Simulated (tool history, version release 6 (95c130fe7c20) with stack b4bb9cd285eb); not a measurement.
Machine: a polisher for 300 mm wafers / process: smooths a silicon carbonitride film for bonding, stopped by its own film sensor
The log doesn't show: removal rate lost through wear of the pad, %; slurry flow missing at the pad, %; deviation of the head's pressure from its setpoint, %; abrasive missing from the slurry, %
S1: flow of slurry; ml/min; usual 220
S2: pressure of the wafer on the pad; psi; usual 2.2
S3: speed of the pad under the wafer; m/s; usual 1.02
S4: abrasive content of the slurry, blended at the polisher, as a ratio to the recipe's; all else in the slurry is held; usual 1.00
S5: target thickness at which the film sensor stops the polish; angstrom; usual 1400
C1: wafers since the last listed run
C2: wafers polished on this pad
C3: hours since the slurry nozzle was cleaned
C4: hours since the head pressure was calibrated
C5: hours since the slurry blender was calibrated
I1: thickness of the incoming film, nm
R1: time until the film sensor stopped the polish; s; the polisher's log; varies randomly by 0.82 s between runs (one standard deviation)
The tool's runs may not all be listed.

run	hour	S1	S2	S3	S4	S5	C1	C2	C3	C4	C5	I1	R1
1	0.0	220	2.6	1.02	1.00	1400	0	15	465.5	344.9	483.2	160.0	82.8
2	13.3	220	2.6	1.02	1.00	1400	119	135	478.8	358.2	496.5	158.8	77.2
3	23.4	220	2.6	1.02	1.00	1400	90	226	488.9	368.3	506.6	161.7	88.1
4	40.9	220	2.2	1.02	0.85	1450	157	384	506.4	385.8	524.1	160.0	78.2
5	48.0	220	2.2	1.02	0.85	1450	63	448	513.5	392.9	531.2	157.7	66.9
6	58.1	220	1.7	1.02	1.00	1400	90	539	523.6	403.0	541.3	160.8	132.9
# hour 83.8: slurry blender recalibrated
# hour 85.3: worn pad replaced by a new one
7	85.8	220	2.2	1.02	1.00	1400	218	4	551.3	430.7	2.0	159.4	85.2
8	91.8	220	2.2	1.02	1.00	1400	54	58	557.3	436.7	8.0	157.9	77.9
9	104.8	220	2.2	1.02	1.00	1400	117	175	570.3	449.7	21.0	161.9	96.8
10	111.5	220	2.2	1.14	1.00	1430	60	235	577.0	456.4	27.7	157.5	59.7
# hour 124.4: slurry nozzle cleaned
11	128.7	220	2.2	0.76	1.10	1460	145	381	4.3	473.6	44.9	158.0	64.6
12	138.6	220	2.2	1.02	1.00	1400	89	471	14.2	483.5	54.8	160.9	95.5
# hour 146.5: head pressure recalibrated
13	147.9	195	2.2	1.02	1.00	1440	65	536	23.5	1.4	64.1	157.4	62.2
14	161.7	220	2.2	1.02	1.00	1400	124	661	37.3	15.2	77.9	159.8	93.3
# hour 170.1: worn pad replaced by a new one
15	171.8	180	2.2	1.02	0.80	1330	54	15	47.4	25.3	88.0	160.9	140.1
16	179.1	270	2.2	1.02	1.10	1400	65	81	54.7	32.6	95.3	158.7	81.1
17	189.0	220	2.2	1.02	1.00	1400	89	170	64.6	42.5	105.2	161.3	97.7
18	205.2	220	1.9	1.02	1.00	1400	145	316	80.8	58.7	121.4	161.1	113.2
19	211.2	220	2.2	1.02	1.00	1400	54	370	86.8	64.7	127.4	161.1	97.4
20	218.1	150	2.2	1.02	1.00	1400	62	432	93.7	71.6	134.3	160.2	100.1
# hour 251.8: worn pad replaced by a new one
21	260.1	160	2.4	0.72	1.10	1400	342	74	135.7	113.6	176.3	158.1	98.8

Alternative continuations, all from the tool just after run 21; predict every row:
A	260.5	220	2.2	1.02	1.00	1400	3	77	136.1	114.0	176.7	159.0	?
B	260.5	220	2.2	1.20	1.00	1400	3	77	136.1	114.0	176.7	159.0	?
C	260.5	195	2.2	1.02	1.00	1400	3	77	136.1	114.0	176.7	159.0	?
D	260.5	150	2.2	1.02	1.00	1450	3	77	136.1	114.0	176.7	159.0	?

run	R1
A	90.8
B	81.1
C	91.9
D	69.5
Without the tool's hidden state the same runs would have given:
run	R1
A	81.6
B	72.9
C	82.5
D	62.5

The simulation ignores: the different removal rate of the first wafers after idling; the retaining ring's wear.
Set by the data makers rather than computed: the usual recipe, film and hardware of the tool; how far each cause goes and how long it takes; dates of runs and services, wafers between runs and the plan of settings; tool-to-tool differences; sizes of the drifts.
